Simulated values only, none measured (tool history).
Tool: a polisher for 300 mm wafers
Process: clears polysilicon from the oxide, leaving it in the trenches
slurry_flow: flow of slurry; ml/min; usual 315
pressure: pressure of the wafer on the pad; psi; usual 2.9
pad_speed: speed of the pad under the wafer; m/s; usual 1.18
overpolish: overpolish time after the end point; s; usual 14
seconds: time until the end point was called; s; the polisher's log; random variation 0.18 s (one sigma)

run,hour,slurry_flow,pressure,pad_speed,overpolish,"incoming thickness of the incoming film, nm",seconds
1,0.0,315,2.9,1.18,14,297.3,17.5
2,18.7,315,2.9,1.18,14,300.2,17.4
3,36.9,315,2.9,1.18,14,295.7,17.1
4,54.9,315,2.9,1.18,14,302.1,17.9
5,76.0,230,2.9,1.18,14,300.5,18.2
# hour 84.8: worn pad replaced by a new one
6,89.7,315,3.5,0.86,14,300.4,18.4
7,114.2,315,3.5,0.86,14,298.8,18.4
# hour 119.1: head pressure recalibrated
8,142.3,315,2.9,1.18,14,299.4,17.4
# hour 199.4: worn pad replaced by a new one
9,199.9,315,2.9,1.18,14,298.7,17.2
10,208.6,315,2.3,0.78,14,294.7,29.4
11,244.2,360,2.9,1.00,17,298.8,19.6
# hour 248.3: slurry nozzle cleaned
12,277.8,315,2.9,1.18,14,298.5,17.2
# hour 292.3: worn pad replaced by a new one
13,292.9,375,2.9,1.40,9,297.1,14.7
14,308.2,315,2.9,1.18,21,302.6,17.6
15,335.4,315,2.9,1.18,14,296.7,17.7
16,355.0,415,2.9,1.46,14,296.6,14.0
17,374.7,420,2.4,1.54,18,299.5,16.6

Forecast each of these 5 alternatives for the next run:
A,375.1,315,2.9,1.18,14,296.1,?
B,375.1,285,2.0,1.06,9,296.1,?
C,375.1,315,2.1,1.18,18,296.1,?
D,375.1,315,3.7,1.02,14,296.1,?
E,375.1,315,2.3,1.18,21,296.1,?

run,seconds
A,17.5
B,27.8
C,24.1
D,15.3
E,22.0
Without the tool's hidden state the same runs would have given:
run,seconds
A,17.5
B,27.8
C,24.1
D,15.3
E,22.0

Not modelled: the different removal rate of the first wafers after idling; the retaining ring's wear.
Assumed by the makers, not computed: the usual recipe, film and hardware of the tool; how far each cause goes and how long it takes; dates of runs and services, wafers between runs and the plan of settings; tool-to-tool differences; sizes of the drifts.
